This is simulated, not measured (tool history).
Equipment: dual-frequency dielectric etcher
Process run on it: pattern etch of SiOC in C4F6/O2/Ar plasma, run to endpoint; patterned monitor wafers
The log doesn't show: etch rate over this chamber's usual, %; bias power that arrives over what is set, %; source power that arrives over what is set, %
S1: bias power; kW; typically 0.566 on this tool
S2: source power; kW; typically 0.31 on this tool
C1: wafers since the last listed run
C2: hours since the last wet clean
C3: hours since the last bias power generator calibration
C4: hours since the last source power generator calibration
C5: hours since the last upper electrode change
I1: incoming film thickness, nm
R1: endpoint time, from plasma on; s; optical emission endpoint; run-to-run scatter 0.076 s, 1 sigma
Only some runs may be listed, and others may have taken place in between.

run    hour     S1    S2    C1     C2      C3      C4      C5     I1    R1
  1       0  0.655  0.31     0    3.8  1138.8   467.9   950.8  48.34    15
  2    98.8  0.655  0.31  1606  102.6  1237.6   566.7  1049.6  48.02  14.8
  3   205.7  0.655  0.31  1738  209.5  1344.5   673.6  1156.5  47.88    15
  4     245  0.566  0.31   638  248.8  1383.8   712.9  1195.8  48.53  16.4
  5   316.1  0.566  0.31  1155  319.9  1454.9     784  1266.9  48.58  16.5
  6   413.8  0.566  0.31  1588  417.6  1552.6   881.7  1364.6  48.18  16.4
  7   461.4  0.624  0.31   773  465.2  1600.2   929.3  1412.2  47.85  15.3
      506.1  -- wet clean of the chamber
  8   550.3  0.624  0.31  1055   44.2  1689.1  1018.2  1501.1  48.37  15.5
  9   624.9  0.624  0.31  1212  118.8  1763.7  1092.8  1575.7  47.45  15.3
 10   708.1  0.566  0.31  1352    202  1846.9    1176  1658.9  48.47  16.6
 11     813  0.566  0.31  1705  306.9  1951.8  1280.9  1763.8  47.37  16.2
 12   863.6  0.652  0.31   822  357.5  2002.4  1331.5  1814.4  47.72    15
 13   950.1  0.652  0.31  1406    444  2088.9    1418  1900.9  47.99    15
     1062.6  -- wet clean of the chamber
 14  1067.1  0.652  0.31  1512    4.5  2205.9    1535  2017.9  47.51    15
 15  1111.4  0.566  0.29   720   48.8  2250.2  1579.3  2062.2  48.17    17
 16  1215.7  0.518  0.31  1695  153.1  2354.5  1683.6  2166.5  48.18  17.3

Forecast run 17:
 17  1258.1  0.689  0.36  689  195.5  2396.9  1726  2208.9  48.38   ?

Run 17 came out at R1 13.8 s.
The same run, on a tool lacking any hidden state, would have yielded R1 13.6 s.

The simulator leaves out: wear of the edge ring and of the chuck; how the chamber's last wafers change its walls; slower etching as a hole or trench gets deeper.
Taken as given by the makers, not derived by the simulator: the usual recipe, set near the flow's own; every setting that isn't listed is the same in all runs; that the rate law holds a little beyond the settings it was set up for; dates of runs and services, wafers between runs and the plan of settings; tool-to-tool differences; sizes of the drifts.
